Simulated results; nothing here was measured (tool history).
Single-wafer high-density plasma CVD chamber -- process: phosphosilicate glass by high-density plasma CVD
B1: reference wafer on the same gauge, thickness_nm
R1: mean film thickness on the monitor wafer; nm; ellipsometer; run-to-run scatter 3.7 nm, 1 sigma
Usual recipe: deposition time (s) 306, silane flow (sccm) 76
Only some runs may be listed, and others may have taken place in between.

Run 1, hour 0.0: usual settings; B1 2229.916. Result: R1 2448.167 nm.
Run 2, hour 16.4: usual settings; B1 2229.688. Result: R1 2459.631 nm.
Run 3, hour 30.4: usual settings; B1 2229.813. Result: R1 2455.929 nm.
Run 4, hour 40.8: usual settings but silane flow (sccm) 87; B1 2229.995. Result: R1 2646.586 nm.
Run 5, hour 54.5: usual settings but silane flow (sccm) 87; B1 2229.886. Result: R1 2643.753 nm.
Run 6, hour 63.5: usual settings but deposition time (s) 349; B1 2230.972. Result: R1 2798.042 nm.
Run 7, hour 79.2: usual settings but deposition time (s) 291, silane flow (sccm) 67; B1 2230.026. Result: R1 2188.850 nm.
Run 8, hour 86.5: usual settings but deposition time (s) 284; B1 2230.147. Result: R1 2280.522 nm.
Run 9, hour 97.0: usual settings but deposition time (s) 284; B1 2229.913. Result: R1 2285.022 nm.
Run 10, hour 108.0: usual settings; B1 2230.313. Result: R1 2459.615 nm.
Run 11, hour 118.6: usual settings but silane flow (sccm) 88; B1 2231.111. Result: R1 2664.993 nm.
Run 12, hour 144.2: usual settings but silane flow (sccm) 88; B1 2229.476. Result: R1 2659.368 nm.
Run 13, hour 153.7: usual settings but silane flow (sccm) 88; B1 2229.982. Result: R1 2665.506 nm.
At hour 194.1: gauge calibrated.
Run 14, hour 194.7: usual settings; B1 2230.234. Result: R1 2459.875 nm.
Run 15, hour 207.5: usual settings but silane flow (sccm) 65; B1 2229.026. Result: R1 2268.217 nm.
Run 16, hour 221.2: usual settings but deposition time (s) 355, silane flow (sccm) 88; B1 2230.994. Result: R1 3087.267 nm.
At hour 230.2: silane flow controller replaced.
Run 17, hour 236.5: usual settings but deposition time (s) 273, silane flow (sccm) 89; B1 2229.439. Result: R1 2388.582 nm.
Run 18, hour 243.7: usual settings but deposition time (s) 331, silane flow (sccm) 70; B1 2231.450. Result: R1 2546.786 nm.
Run 19, hour 253.8: usual settings; B1 2229.707. Result: R1 2452.658 nm.
Run 20, hour 270.3: usual settings but silane flow (sccm) 68; B1 2229.489. Result: R1 2313.147 nm.
Run 21, hour 281.7: usual settings but deposition time (s) 273, silane flow (sccm) 89; B1 2230.240. Result: R1 2391.737 nm.
Run 22, hour 290.5: usual settings but deposition time (s) 251, silane flow (sccm) 81; B1 2230.080. Result: R1 2085.372 nm.
Run 23, hour 305.0: usual settings; B1 2229.051. Result: R1 2462.536 nm.
Run 24, hour 322.0: usual settings but silane flow (sccm) 86; B1 2230.906. Result: R1 2626.216 nm.
Run 25, hour 330.1: usual settings but deposition time (s) 355, silane flow (sccm) 82; B1 2230.973. Result: R1 2965.066 nm.
Run 26, hour 347.0: usual settings but deposition time (s) 274, silane flow (sccm) 83; B1 2229.709. Result: R1 2307.435 nm.
Run 27, hour 358.5: usual settings but deposition time (s) 250; B1 2230.975. Result: R1 2010.037 nm.
Run 28, hour 374.6: usual settings but deposition time (s) 348; B1 2229.795. Result: R1 2795.404 nm.

Consider 4 possible next runs. They are alternatives, not a sequence: every one starts from the tool as it was left by run 28. What does each give?
Run A, hour 375.1: usual settings but deposition time (s) 352; B1 ?. Result: R1 ?.
Run B, hour 375.1: usual settings but deposition time (s) 341, silane flow (sccm) 90; B1 ?. Result: R1 ?.
Run C, hour 375.1: usual settings but deposition time (s) 344; B1 ?. Result: R1 ?.
Run D, hour 375.1: usual settings but deposition time (s) 287; B1 ?. Result: R1 ?.

run        B1        R1
  A  2230.841  2824.100
  B  2230.841  3002.517
  C  2230.841  2759.916
  D  2230.841  2302.605
Take away the tool's hidden state, keep each run's random variation, and the runs would have read:
run        R1
  A  2824.100
  B  3002.517
  C  2759.916
  D  2302.605

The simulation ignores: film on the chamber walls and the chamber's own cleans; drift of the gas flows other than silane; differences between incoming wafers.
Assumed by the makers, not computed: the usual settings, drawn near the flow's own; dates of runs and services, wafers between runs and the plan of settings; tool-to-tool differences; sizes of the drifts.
